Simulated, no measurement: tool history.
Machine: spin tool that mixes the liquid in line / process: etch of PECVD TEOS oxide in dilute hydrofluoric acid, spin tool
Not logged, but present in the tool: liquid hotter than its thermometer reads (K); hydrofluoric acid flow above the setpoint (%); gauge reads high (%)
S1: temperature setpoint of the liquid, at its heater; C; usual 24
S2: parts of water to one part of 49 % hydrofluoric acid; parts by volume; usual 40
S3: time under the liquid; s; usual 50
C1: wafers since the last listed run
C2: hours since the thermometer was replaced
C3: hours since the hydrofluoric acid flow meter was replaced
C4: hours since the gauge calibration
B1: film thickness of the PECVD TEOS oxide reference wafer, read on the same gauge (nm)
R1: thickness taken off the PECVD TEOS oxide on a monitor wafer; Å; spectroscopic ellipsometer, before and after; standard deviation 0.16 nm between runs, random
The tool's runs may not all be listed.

run,hour,S1,S2,S3,C1,C2,C3,C4,B1,R1
1,0,27.5,40,50,0,2944.3,429.2,7.2,30,263.3
2,23.4,27.5,40,50,253,2967.7,452.6,30.6,30,262.5
3,36.2,24,25,65,138,2980.5,465.4,43.4,29.99,481
4,44.6,24,25,65,91,2988.9,473.8,51.8,29.99,478.4
5,56.5,24,40,50,129,3000.8,485.7,63.7,30,226.8
6,66.5,24,40,50,108,3010.8,495.7,73.7,29.98,229.4
7,113.2,24,35,60,506,3057.5,542.4,120.4,30.01,318
# hour 117.3: thermometer replaced
8,128.8,24,40,50,158,11.5,558,136,30.01,234.3
9,141.6,24,40,50,138,24.3,570.8,148.8,29.98,233.1
10,149.2,24,40,50,82,31.9,578.4,156.4,29.99,232.7
11,157.9,24,40,50,94,40.6,587.1,165.1,29.97,234.2
12,174,24,40,60,174,56.7,603.2,181.2,30.02,281
13,185.6,24,40,50,125,68.3,614.8,192.8,29.97,236.2
14,200.4,24,40,50,160,83.1,629.6,207.6,29.99,237.1
15,214.9,24,50,50,157,97.6,644.1,222.1,30.01,185.3
16,227,24,40,50,131,109.7,656.2,234.2,30.01,234.3
17,236.9,27,40,60,107,119.6,666.1,244.1,29.99,320.3
# hour 247.5: hydrofluoric acid flow meter replaced
18,250,24,40,50,131,132.7,2.5,257.2,30,210.2
19,265.2,24,40,50,164,147.9,17.7,272.4,29.99,214.6
20,280.8,27,30,70,169,163.5,33.3,288,30,458.9
# hour 282.7: gauge calibrated
21,287.2,24,40,35,69,169.9,39.7,4.5,29.99,149.3
22,303.7,24,60,25,178,186.4,56.2,21,30,70
23,312.2,21,30,40,92,194.9,64.7,29.5,30,206.3
24,327.5,24,55,50,165,210.2,80,44.8,29.98,154.6
25,335,19,50,50,81,217.7,87.5,52.3,29.99,138.1
26,347.3,24,40,30,133,230,99.8,64.6,30.01,129.6
27,355.7,26,40,50,91,238.4,108.2,73,30,234.4
28,367.9,21,40,65,132,250.6,120.4,85.2,29.99,251.1

Branching from run 28: 4 alternative next runs. What would each branch give?
A,368.3,24,35,50,4,251,120.8,85.6,?,?
B,368.3,24,45,30,4,251,120.8,85.6,?,?
C,368.3,19.5,50,50,4,251,120.8,85.6,?,?
D,368.3,27.5,55,20,4,251,120.8,85.6,?,?

run,B1,R1
A,30,247.3
B,30,113.9
C,30,140.6
D,30,70.7
With the hidden condition removed and each run's random variation left untouched, the same runs would have given:
run,R1
A,236.2
B,108.7
C,134.2
D,67.4
